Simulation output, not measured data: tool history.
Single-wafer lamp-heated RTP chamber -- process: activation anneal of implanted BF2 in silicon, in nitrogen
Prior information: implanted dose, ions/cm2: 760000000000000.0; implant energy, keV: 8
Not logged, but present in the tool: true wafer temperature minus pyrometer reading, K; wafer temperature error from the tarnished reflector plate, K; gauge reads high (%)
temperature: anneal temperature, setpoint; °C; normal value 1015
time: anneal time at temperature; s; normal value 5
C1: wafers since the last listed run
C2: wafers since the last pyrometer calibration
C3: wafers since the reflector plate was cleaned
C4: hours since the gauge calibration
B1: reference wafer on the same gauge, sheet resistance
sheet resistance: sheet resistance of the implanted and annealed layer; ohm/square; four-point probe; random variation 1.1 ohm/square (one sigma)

Run 1, hour 0: usual settings; C1 0; C2 2427; C3 4224; C4 289.5; B1 293.41. Result: sheet resistance 349.45 ohm/square.
At hour 98.5: reflector plate cleaned.
At hour 186: pyrometer window cleaned and pyrometer calibrated.
Run 2, hour 195.3: usual settings; C1 3734; C2 193; C3 1848; C4 484.8; B1 295.58. Result: sheet resistance 350.68 ohm/square.
Run 3, hour 220.7: usual settings; C1 529; C2 722; C3 2377; C4 510.2; B1 295.59. Result: sheet resistance 351.58 ohm/square.
Run 4, hour 274.1: usual settings but time 6 s; C1 1112; C2 1835; C3 3489; C4 563.6; B1 296.47. Result: sheet resistance 339.41 ohm/square.
Run 5, hour 325: usual settings but temperature 1027 °C; C1 1060; C2 2895; C3 4549; C4 614.5; B1 297.07. Result: sheet resistance 328.19 ohm/square.
Run 6, hour 365.9: usual settings but temperature 1027 °C; C1 851; C2 3747; C3 5401; C4 655.4; B1 297.51. Result: sheet resistance 328.57 ohm/square.
At hour 410.7: reflector plate cleaned.
At hour 431.3: pyrometer window cleaned and pyrometer calibrated.
Run 7, hour 436.5: usual settings but time 7 s; C1 1137; C2 109; C3 371; C4 726; B1 298.46. Result: sheet resistance 334.38 ohm/square.
Run 8, hour 499: usual settings but time 7 s; C1 1301; C2 1410; C3 1673; C4 788.5; B1 299.95. Result: sheet resistance 334.97 ohm/square.
Run 9, hour 554.8: usual settings but temperature 1024 °C; C1 1162; C2 2573; C3 2835; C4 844.3; B1 300.86. Result: sheet resistance 338.08 ohm/square.
At hour 568.1: gauge calibrated.
Run 10, hour 625.6: usual settings but temperature 1024 °C; C1 1474; C2 4047; C3 4309; C4 57.5; B1 292.42. Result: sheet resistance 327.02 ohm/square.
At hour 663.4: reflector plate cleaned.
Run 11, hour 688.2: usual settings but temperature 1024 °C; C1 1137; C2 5184; C3 517; C4 120.1; B1 292.44. Result: sheet resistance 328.04 ohm/square.
At hour 723.7: pyrometer window cleaned and pyrometer calibrated.
Run 12, hour 752.7: usual settings but temperature 1007 °C; C1 1176; C2 603; C3 1694; C4 184.6; B1 292.6. Result: sheet resistance 365.78 ohm/square.
Run 13, hour 806.5: usual settings but temperature 992 °C, time 6 s; C1 1120; C2 1723; C3 2814; C4 238.4; B1 293.09. Result: sheet resistance 395.03 ohm/square.
Run 14, hour 858: usual settings but temperature 1005 °C, time 6 s; C1 1072; C2 2796; C3 3887; C4 289.9; B1 293.19. Result: sheet resistance 359.68 ohm/square.
Run 15, hour 887.5: usual settings but temperature 991 °C, time 3 s; C1 614; C2 3410; C3 4501; C4 319.4; B1 293.59. Result: sheet resistance 444.65 ohm/square.

Expected results for the next run?
At hour 931.3: reflector plate cleaned.
Run 16, hour 931.8: usual settings but time 8 s; C1 756; C2 4166; C3 9; C4 363.7; B1 ?. Result: sheet resistance ?.

{"run 16": {"B1": 293.86, "sheet resistance": 321.99}}
Without the tool's hidden state the same run would have given sheet resistance 319.86 ohm/square.
